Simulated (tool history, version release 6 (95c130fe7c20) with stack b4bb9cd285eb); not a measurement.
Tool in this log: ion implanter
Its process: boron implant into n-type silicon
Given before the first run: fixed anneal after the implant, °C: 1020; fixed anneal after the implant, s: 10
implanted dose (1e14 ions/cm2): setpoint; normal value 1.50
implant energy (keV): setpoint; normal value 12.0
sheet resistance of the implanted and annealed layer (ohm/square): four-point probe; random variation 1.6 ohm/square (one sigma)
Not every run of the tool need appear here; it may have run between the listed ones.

run,day,implanted dose (1e14 ions/cm2),implant energy (keV),wafers since the last listed run,hours since the last dose calibration,hours since the extraction supply was calibrated,hours since the gauge calibration,"read-back reference wafer on the same gauge, sheet resistance",sheet resistance of the implanted and annealed layer (ohm/square)
1,0.000,1.50,12.0,0,347.4,1696.7,679.3,664.06,625.47
2,0.883,1.50,12.0,378,368.6,1717.9,700.5,663.76,625.00
3,1.504,1.50,12.0,266,383.5,1732.8,715.4,664.19,621.96
4,2.092,1.50,15.0,251,397.6,1746.9,729.5,664.47,606.26
5,2.908,1.62,13.0,349,417.2,1766.5,749.1,663.86,579.79
6,5.742,1.50,13.0,1213,485.2,1834.5,817.1,664.10,618.73
7,7.096,1.50,13.0,580,517.7,1867.0,849.6,663.41,617.00
# day 8.212: Faraday cup replaced and dose calibrated
8,8.233,1.50,13.0,344,0.5,1894.3,876.9,663.61,618.23
9,10.908,1.50,12.0,1146,64.7,1958.5,941.1,664.04,626.04
10,11.533,1.50,12.0,267,79.7,1973.5,956.1,664.49,627.50
11,12.608,1.50,12.0,460,105.5,1999.3,981.9,663.94,624.49
12,13.150,1.50,12.0,232,118.5,2012.3,994.9,663.93,623.07
13,14.033,1.08,10.5,378,139.7,2033.5,1016.1,664.01,825.45
14,15.246,1.66,14.0,519,168.8,2062.6,1045.2,664.01,562.73
15,16.054,1.50,12.0,346,188.2,2082.0,1064.6,663.57,624.81
16,16.688,1.50,12.0,271,203.4,2097.2,1079.8,664.12,625.25
17,17.325,1.20,14.5,273,218.7,2112.5,1095.1,663.59,725.62
18,18.425,1.14,13.5,471,245.1,2138.9,1121.5,664.43,763.81
# day 18.475: gauge calibrated
19,19.054,1.66,10.5,269,260.2,2154.0,13.9,663.78,584.66
# day 19.996: extraction supply calibrated
20,20.462,1.50,12.0,460,294.0,11.2,47.7,663.51,623.99
21,21.596,1.76,10.0,485,321.2,38.4,74.9,664.00,561.31
22,22.679,1.50,12.0,464,347.2,64.4,100.9,664.20,624.04
23,23.746,1.12,10.0,457,372.8,90.0,126.5,663.87,809.43
24,24.875,1.19,13.5,483,399.9,117.1,153.6,664.22,744.75
25,26.254,1.20,8.5,590,433.0,150.2,186.7,663.98,781.76
26,27.429,1.08,8.5,503,461.2,178.4,214.9,663.62,852.39
27,28.008,1.66,15.0,248,475.1,192.3,228.8,664.14,558.71
28,29.329,1.85,12.0,565,506.8,224.0,260.5,663.43,527.77
29,30.446,1.95,10.0,478,533.6,250.8,287.3,664.15,515.96
# day 31.088: Faraday cup replaced and dose calibrated
30,32.829,1.50,11.0,878,41.8,308.0,344.5,664.61,633.20
31,33.925,1.25,12.0,469,68.1,334.3,370.8,663.72,723.16
32,34.562,1.50,9.5,273,83.4,349.6,386.1,663.25,643.40
33,35.412,1.50,12.0,364,103.8,370.0,406.5,663.42,623.35
34,36.771,1.25,12.0,581,136.4,402.6,439.1,664.17,723.88
35,37.404,1.38,12.0,271,151.6,417.8,454.3,664.32,670.33
36,38.408,1.66,8.5,430,175.7,441.9,478.4,663.77,602.28

What differs in the tool's unlogged condition from the final listed run ahead of each entry between runs to the first listed run following it?
Run 7 -> run 8: Faraday cup replaced and dose calibrated (day 8.212)
  both runs share identical hidden conditions
Run 18 -> run 19: gauge calibrated (day 18.475)
  both runs share identical hidden conditions
Run 19 -> run 20: extraction supply calibrated (day 19.996)
  both runs share identical hidden conditions
Run 29 -> run 30: Faraday cup replaced and dose calibrated (day 31.088)
  both runs share identical hidden conditions

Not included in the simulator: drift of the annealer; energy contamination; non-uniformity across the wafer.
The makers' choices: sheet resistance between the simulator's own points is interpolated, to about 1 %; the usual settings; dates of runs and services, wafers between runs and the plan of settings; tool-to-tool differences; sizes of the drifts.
